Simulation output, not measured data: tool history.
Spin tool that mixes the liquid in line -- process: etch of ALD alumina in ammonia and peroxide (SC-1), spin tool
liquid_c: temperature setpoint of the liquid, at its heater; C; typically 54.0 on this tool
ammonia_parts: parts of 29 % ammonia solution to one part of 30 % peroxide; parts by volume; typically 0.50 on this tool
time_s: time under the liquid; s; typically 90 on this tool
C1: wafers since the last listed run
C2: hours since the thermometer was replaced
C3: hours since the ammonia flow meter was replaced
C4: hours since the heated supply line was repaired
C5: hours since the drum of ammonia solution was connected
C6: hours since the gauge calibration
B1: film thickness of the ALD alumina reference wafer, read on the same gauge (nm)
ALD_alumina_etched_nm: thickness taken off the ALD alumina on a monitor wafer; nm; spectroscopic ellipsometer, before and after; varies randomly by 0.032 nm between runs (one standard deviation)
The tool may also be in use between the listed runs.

{"run": 1, "hour": 0.0, "liquid_c": 57.0, "ammonia_parts": 0.5, "time_s": 90, "C1": 0, "C2": 1308.6, "C3": 552.1, "C4": 2515.3, "C5": 408.0, "C6": 79.5, "B1": 80.02, "ALD_alumina_etched_nm": 7.25}
{"run": 2, "hour": 15.8, "liquid_c": 57.0, "ammonia_parts": 0.5, "time_s": 90, "C1": 109, "C2": 1324.4, "C3": 567.9, "C4": 2531.1, "C5": 423.8, "C6": 95.3, "B1": 80.03, "ALD_alumina_etched_nm": 7.27}
{"run": 3, "hour": 25.9, "liquid_c": 57.0, "ammonia_parts": 0.5, "time_s": 90, "C1": 70, "C2": 1334.5, "C3": 578.0, "C4": 2541.2, "C5": 433.9, "C6": 105.4, "B1": 80.03, "ALD_alumina_etched_nm": 7.19}
{"run": 4, "hour": 38.9, "liquid_c": 54.0, "ammonia_parts": 0.5, "time_s": 90, "C1": 90, "C2": 1347.5, "C3": 591.0, "C4": 2554.2, "C5": 446.9, "C6": 118.4, "B1": 80.0, "ALD_alumina_etched_nm": 6.17}
{"run": 5, "hour": 56.0, "liquid_c": 54.0, "ammonia_parts": 0.5, "time_s": 90, "C1": 118, "C2": 1364.6, "C3": 608.1, "C4": 2571.3, "C5": 464.0, "C6": 135.5, "B1": 79.99, "ALD_alumina_etched_nm": 6.16}
{"run": 6, "hour": 65.1, "liquid_c": 54.0, "ammonia_parts": 0.5, "time_s": 90, "C1": 63, "C2": 1373.7, "C3": 617.2, "C4": 2580.4, "C5": 473.1, "C6": 144.6, "B1": 79.99, "ALD_alumina_etched_nm": 6.14}
{"hour": 73.9, "done": "heated supply line repaired"}
{"run": 7, "hour": 81.9, "liquid_c": 54.0, "ammonia_parts": 0.7, "time_s": 90, "C1": 109, "C2": 1390.5, "C3": 634.0, "C4": 8.0, "C5": 489.9, "C6": 161.4, "B1": 80.03, "ALD_alumina_etched_nm": 6.34}
{"run": 8, "hour": 97.8, "liquid_c": 54.0, "ammonia_parts": 0.45, "time_s": 90, "C1": 110, "C2": 1406.4, "C3": 649.9, "C4": 23.9, "C5": 505.8, "C6": 177.3, "B1": 80.01, "ALD_alumina_etched_nm": 6.17}
{"run": 9, "hour": 109.7, "liquid_c": 54.0, "ammonia_parts": 0.5, "time_s": 75, "C1": 82, "C2": 1418.3, "C3": 661.8, "C4": 35.8, "C5": 517.7, "C6": 189.2, "B1": 80.02, "ALD_alumina_etched_nm": 5.15}
{"hour": 113.7, "done": "ammonia flow meter replaced"}
{"hour": 123.6, "done": "thermometer replaced"}
{"run": 10, "hour": 127.5, "liquid_c": 54.0, "ammonia_parts": 0.5, "time_s": 90, "C1": 109, "C2": 3.9, "C3": 13.8, "C4": 53.6, "C5": 535.5, "C6": 207.0, "B1": 80.02, "ALD_alumina_etched_nm": 6.13}
{"hour": 132.3, "done": "new drum of ammonia solution connected"}
{"run": 11, "hour": 135.1, "liquid_c": 64.0, "ammonia_parts": 0.65, "time_s": 90, "C1": 45, "C2": 11.5, "C3": 21.4, "C4": 61.2, "C5": 2.8, "C6": 214.6, "B1": 79.98, "ALD_alumina_etched_nm": 10.67}
{"run": 12, "hour": 147.7, "liquid_c": 62.5, "ammonia_parts": 0.7, "time_s": 90, "C1": 87, "C2": 24.1, "C3": 34.0, "C4": 73.8, "C5": 15.4, "C6": 227.2, "B1": 80.05, "ALD_alumina_etched_nm": 9.9}
{"run": 13, "hour": 161.2, "liquid_c": 54.0, "ammonia_parts": 0.3, "time_s": 50, "C1": 93, "C2": 37.6, "C3": 47.5, "C4": 87.3, "C5": 28.9, "C6": 240.7, "B1": 80.03, "ALD_alumina_etched_nm": 3.26}
{"hour": 162.7, "done": "gauge calibrated"}
{"run": 14, "hour": 176.1, "liquid_c": 58.5, "ammonia_parts": 0.7, "time_s": 110, "C1": 103, "C2": 52.5, "C3": 62.4, "C4": 102.2, "C5": 43.8, "C6": 13.4, "B1": 80.02, "ALD_alumina_etched_nm": 9.87}
{"run": 15, "hour": 191.1, "liquid_c": 54.0, "ammonia_parts": 0.5, "time_s": 90, "C1": 104, "C2": 67.5, "C3": 77.4, "C4": 117.2, "C5": 58.8, "C6": 28.4, "B1": 80.02, "ALD_alumina_etched_nm": 6.22}
{"run": 16, "hour": 204.0, "liquid_c": 44.0, "ammonia_parts": 0.35, "time_s": 90, "C1": 89, "C2": 80.4, "C3": 90.3, "C4": 130.1, "C5": 71.7, "C6": 41.3, "B1": 79.99, "ALD_alumina_etched_nm": 3.43}
{"run": 17, "hour": 213.0, "liquid_c": 54.0, "ammonia_parts": 0.4, "time_s": 135, "C1": 62, "C2": 89.4, "C3": 99.3, "C4": 139.1, "C5": 80.7, "C6": 50.3, "B1": 79.97, "ALD_alumina_etched_nm": 8.99}
{"run": 18, "hour": 229.7, "liquid_c": 54.0, "ammonia_parts": 0.35, "time_s": 90, "C1": 116, "C2": 106.1, "C3": 116.0, "C4": 155.8, "C5": 97.4, "C6": 67.0, "B1": 79.99, "ALD_alumina_etched_nm": 5.9}

Below are 5 alternative next runs, each starting from the tool's condition after run 18. Predict each:
{"run": "A", "hour": 230.1, "liquid_c": 54.0, "ammonia_parts": 0.5, "time_s": 90, "C1": 2, "C2": 106.5, "C3": 116.4, "C4": 156.2, "C5": 97.8, "C6": 67.4, "B1": "?", "ALD_alumina_etched_nm": "?"}
{"run": "B", "hour": 230.1, "liquid_c": 62.0, "ammonia_parts": 0.4, "time_s": 105, "C1": 2, "C2": 106.5, "C3": 116.4, "C4": 156.2, "C5": 97.8, "C6": 67.4, "B1": "?", "ALD_alumina_etched_nm": "?"}
{"run": "C", "hour": 230.1, "liquid_c": 46.5, "ammonia_parts": 0.7, "time_s": 55, "C1": 2, "C2": 106.5, "C3": 116.4, "C4": 156.2, "C5": 97.8, "C6": 67.4, "B1": "?", "ALD_alumina_etched_nm": "?"}
{"run": "D", "hour": 230.1, "liquid_c": 48.5, "ammonia_parts": 0.6, "time_s": 70, "C1": 2, "C2": 106.5, "C3": 116.4, "C4": 156.2, "C5": 97.8, "C6": 67.4, "B1": "?", "ALD_alumina_etched_nm": "?"}
{"run": "E", "hour": 230.1, "liquid_c": 62.0, "ammonia_parts": 0.6, "time_s": 65, "C1": 2, "C2": 106.5, "C3": 116.4, "C4": 156.2, "C5": 97.8, "C6": 67.4, "B1": "?", "ALD_alumina_etched_nm": "?"}

run=A B1=80.01 ALD_alumina_etched_nm=6.18
run=B B1=80.01 ALD_alumina_etched_nm=10.71
run=C B1=80.01 ALD_alumina_etched_nm=2.58
run=D B1=80.01 ALD_alumina_etched_nm=3.62
run=E B1=80.01 ALD_alumina_etched_nm=6.89
With the hidden condition removed and each run's random variation left untouched, the same runs would have given:
run=A ALD_alumina_etched_nm=6.18
run=B ALD_alumina_etched_nm=10.71
run=C ALD_alumina_etched_nm=2.58
run=D ALD_alumina_etched_nm=3.62
run=E ALD_alumina_etched_nm=6.89
